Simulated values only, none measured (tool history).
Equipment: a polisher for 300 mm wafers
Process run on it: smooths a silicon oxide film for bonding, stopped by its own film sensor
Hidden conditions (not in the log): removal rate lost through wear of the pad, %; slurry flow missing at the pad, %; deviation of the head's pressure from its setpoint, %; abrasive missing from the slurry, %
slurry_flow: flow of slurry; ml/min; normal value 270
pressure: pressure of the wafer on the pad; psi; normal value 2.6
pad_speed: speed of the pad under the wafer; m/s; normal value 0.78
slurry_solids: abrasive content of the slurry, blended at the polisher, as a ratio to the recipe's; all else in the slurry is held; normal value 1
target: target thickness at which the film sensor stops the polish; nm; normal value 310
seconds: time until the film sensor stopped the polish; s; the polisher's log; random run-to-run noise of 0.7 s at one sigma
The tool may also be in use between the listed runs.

run	hour	slurry_flow	pressure	pad_speed	slurry_solids	target	wafers since the last listed run	wafers polished on this pad	hours since the slurry nozzle was cleaned	hours since the head pressure was calibrated	hours since the slurry blender was calibrated	incoming thickness of the incoming film, nm	seconds
1	0	270	2.6	0.78	1.1	310	0	334	228.3	162.2	140.8	360	68
# hour 8: slurry blender recalibrated
2	10.9	270	2	0.78	1	310	67	402	239.2	173.1	2.9	359.6	95.5
3	28.8	270	2	0.78	1	310	135	537	257.1	191	20.8	356.8	89.3
4	41.3	270	2	0.78	1	310	94	632	269.6	203.5	33.3	354	85.3
# hour 50.5: worn pad replaced by a new one
5	57.1	270	2.6	0.78	1	310	89	49	285.4	219.3	49.1	360.1	72.1
6	74	270	2.6	0.78	1	310	127	177	302.3	236.2	66	356.6	67.9
7	82	270	2.6	0.78	1	310	60	238	310.3	244.2	74	367.2	85.9
8	97	230	2.6	0.78	1	310	113	351	325.3	259.2	89	357.8	73.4
9	103.5	230	2.6	0.78	1	310	49	400	331.8	265.7	95.5	364	82.7
10	118.1	230	2.6	0.78	1	310	110	511	346.4	280.3	110.1	359.6	75.6
# hour 121.5: slurry blender recalibrated
# hour 143.1: worn pad replaced by a new one
11	153.8	270	2.6	0.78	1	310	224	80	382.1	316	32.3	361.7	74.8
12	163.9	270	2.6	0.78	1	310	76	157	392.2	326.1	42.4	361.9	74.6
13	172	270	2.6	0.78	1.25	305	61	218	400.3	334.2	50.5	359.8	70.4
14	179.7	270	2.6	0.78	1.25	305	58	276	408	341.9	58.2	353.5	63.1
15	187.2	270	2.6	0.78	1	310	56	333	415.5	349.4	65.7	361	75.3
16	204.8	270	2.6	0.78	1	310	133	466	433.1	367	83.3	363.7	79.1
17	228	270	2.6	0.78	1.2	310	175	641	456.3	390.2	106.5	362.4	70.4
# hour 245.3: slurry blender recalibrated
# hour 246.5: worn pad replaced by a new one
18	247	270	2.6	0.78	1	310	119	3	475.3	409.2	1.7	364.8	79.8
# hour 253.6: slurry nozzle cleaned
19	258.6	270	2.9	0.68	0.85	310	80	83	5	420.8	13.3	357.1	74.7
20	271.1	350	2.6	0.78	1	324	94	178	17.5	433.3	25.8	355.2	44.6
# hour 276: head pressure recalibrated
21	285.2	270	2.6	0.78	1.15	310	91	269	31.6	9.2	39.9	361.1	69
22	295.8	270	2.6	1.02	1	310	80	350	42.2	19.8	50.5	364.9	71.4
23	306	350	2.8	0.58	0.9	310	77	427	52.4	30	60.7	365.8	93.4
24	316	325	2.6	0.78	1.15	310	75	502	62.4	40	70.7	359.6	68.4
25	352	270	2.6	1.02	1	326	272	775	98.4	76	106.7	364.9	51.7
26	363.4	330	3.1	0.92	1	322	86	861	109.8	87.4	118.1	361.9	47
# hour 368.6: worn pad replaced by a new one
27	376.2	270	2.6	0.92	1	302	66	57	122.6	100.2	130.9	359.3	75.9
28	385.1	270	2.6	0.9	0.75	305	67	124	131.5	109.1	139.8	358.2	92.3

5 options for the next run, each taken on its own from the tool as it stands now. Forecast them:
A	385.6	355	2.6	0.78	1	310	3	128	132	109.6	140.3	363.8	?
B	385.6	325	2.6	0.78	1	325	3	128	132	109.6	140.3	363.8	?
C	385.6	365	2.6	0.78	1.1	310	3	128	132	109.6	140.3	363.8	?
D	385.6	270	2.3	0.78	1	302	3	128	132	109.6	140.3	363.8	?
E	385.6	270	1.8	0.9	1.15	322	3	128	132	109.6	140.3	363.8	?

run	seconds
A	76.5
B	55.5
C	71.7
D	101.8
E	74.9
Had the tool no hidden state, the same runs would have come out as:
run	seconds
A	75.6
B	54.9
C	71
D	100.7
E	74.1
